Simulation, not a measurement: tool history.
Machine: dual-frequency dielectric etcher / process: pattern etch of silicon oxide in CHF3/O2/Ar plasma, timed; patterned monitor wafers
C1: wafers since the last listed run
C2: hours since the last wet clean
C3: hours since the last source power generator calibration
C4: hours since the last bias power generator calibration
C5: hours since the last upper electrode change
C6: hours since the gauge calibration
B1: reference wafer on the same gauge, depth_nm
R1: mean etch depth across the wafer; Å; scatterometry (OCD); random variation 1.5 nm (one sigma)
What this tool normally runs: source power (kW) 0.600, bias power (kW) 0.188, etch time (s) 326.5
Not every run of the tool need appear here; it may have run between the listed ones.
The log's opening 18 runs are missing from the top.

{"run": 19, "hour": 1334.5, "source power (kW)": 0.55, "bias power (kW)": 0.188, "etch time (s)": 254.5, "C1": 153, "C2": 22.9, "C3": 890.7, "C4": 3349.4, "C5": 22.5, "C6": 2954.7, "B1": 621.1, "R1": 5145}
{"run": 20, "hour": 1381.8, "source power (kW)": 0.51, "bias power (kW)": 0.205, "etch time (s)": 370.0, "C1": 329, "C2": 70.2, "C3": 938.0, "C4": 3396.7, "C5": 69.8, "C6": 3002.0, "B1": 621.2, "R1": 7540}
{"hour": 1401.3, "done": "bias power generator calibrated"}
{"hour": 1433.9, "done": "gauge calibrated"}
{"run": 21, "hour": 1593.8, "source power (kW)": 0.6, "bias power (kW)": 0.188, "etch time (s)": 326.5, "C1": 1447, "C2": 282.2, "C3": 1150.0, "C4": 192.5, "C5": 281.8, "C6": 159.9, "B1": 620.5, "R1": 6845}
{"run": 22, "hour": 1676.6, "source power (kW)": 0.46, "bias power (kW)": 0.161, "etch time (s)": 326.5, "C1": 576, "C2": 365.0, "C3": 1232.8, "C4": 275.3, "C5": 364.6, "C6": 242.7, "B1": 620.8, "R1": 5712}
{"run": 23, "hour": 1728.6, "source power (kW)": 0.5, "bias power (kW)": 0.233, "etch time (s)": 366.0, "C1": 361, "C2": 417.0, "C3": 1284.8, "C4": 327.3, "C5": 416.6, "C6": 294.7, "B1": 621.2, "R1": 7861}
{"hour": 1760.4, "done": "wet clean of the chamber"}
{"run": 24, "hour": 1783.8, "source power (kW)": 0.6, "bias power (kW)": 0.188, "etch time (s)": 326.5, "C1": 217, "C2": 23.4, "C3": 1340.0, "C4": 382.5, "C5": 471.8, "C6": 349.9, "B1": 621.0, "R1": 6859}
{"run": 25, "hour": 1828.6, "source power (kW)": 0.6, "bias power (kW)": 0.188, "etch time (s)": 326.5, "C1": 311, "C2": 68.2, "C3": 1384.8, "C4": 427.3, "C5": 516.6, "C6": 394.7, "B1": 621.0, "R1": 6820}
{"run": 26, "hour": 1862.1, "source power (kW)": 0.6, "bias power (kW)": 0.188, "etch time (s)": 326.5, "C1": 233, "C2": 101.7, "C3": 1418.3, "C4": 460.8, "C5": 550.1, "C6": 428.2, "B1": 621.0, "R1": 6876}
{"run": 27, "hour": 1917.0, "source power (kW)": 0.6, "bias power (kW)": 0.188, "etch time (s)": 326.5, "C1": 382, "C2": 156.6, "C3": 1473.2, "C4": 515.7, "C5": 605.0, "C6": 483.1, "B1": 621.0, "R1": 6847}
{"run": 28, "hour": 1961.2, "source power (kW)": 0.6, "bias power (kW)": 0.169, "etch time (s)": 388.0, "C1": 307, "C2": 200.8, "C3": 1517.4, "C4": 559.9, "C5": 649.2, "C6": 527.3, "B1": 620.9, "R1": 7772}
{"run": 29, "hour": 1988.8, "source power (kW)": 0.65, "bias power (kW)": 0.188, "etch time (s)": 416.5, "C1": 192, "C2": 228.4, "C3": 1545.0, "C4": 587.5, "C5": 676.8, "C6": 554.9, "B1": 621.3, "R1": 9038}
{"run": 30, "hour": 2056.2, "source power (kW)": 0.69, "bias power (kW)": 0.148, "etch time (s)": 292.5, "C1": 469, "C2": 295.8, "C3": 1612.4, "C4": 654.9, "C5": 744.2, "C6": 622.3, "B1": 620.9, "R1": 5873}

Below are 3 alternative next runs, each starting from the tool's condition after run 30. Predict each:
{"run": "A", "hour": 2056.7, "source power (kW)": 0.6, "bias power (kW)": 0.188, "etch time (s)": 326.5, "C1": 3, "C2": 296.3, "C3": 1612.9, "C4": 655.4, "C5": 744.7, "C6": 622.8, "B1": "?", "R1": "?"}
{"run": "B", "hour": 2056.7, "source power (kW)": 0.6, "bias power (kW)": 0.234, "etch time (s)": 326.5, "C1": 3, "C2": 296.3, "C3": 1612.9, "C4": 655.4, "C5": 744.7, "C6": 622.8, "B1": "?", "R1": "?"}
{"run": "C", "hour": 2056.7, "source power (kW)": 0.64, "bias power (kW)": 0.15, "etch time (s)": 326.5, "C1": 3, "C2": 296.3, "C3": 1612.9, "C4": 655.4, "C5": 744.7, "C6": 622.8, "B1": "?", "R1": "?"}

run=A B1=620.9 R1=6842
run=B B1=620.9 R1=7528
run=C B1=620.9 R1=6366
With no hidden state in the tool, these same runs would have given:
run=A R1=6842
run=B R1=7528
run=C R1=6366
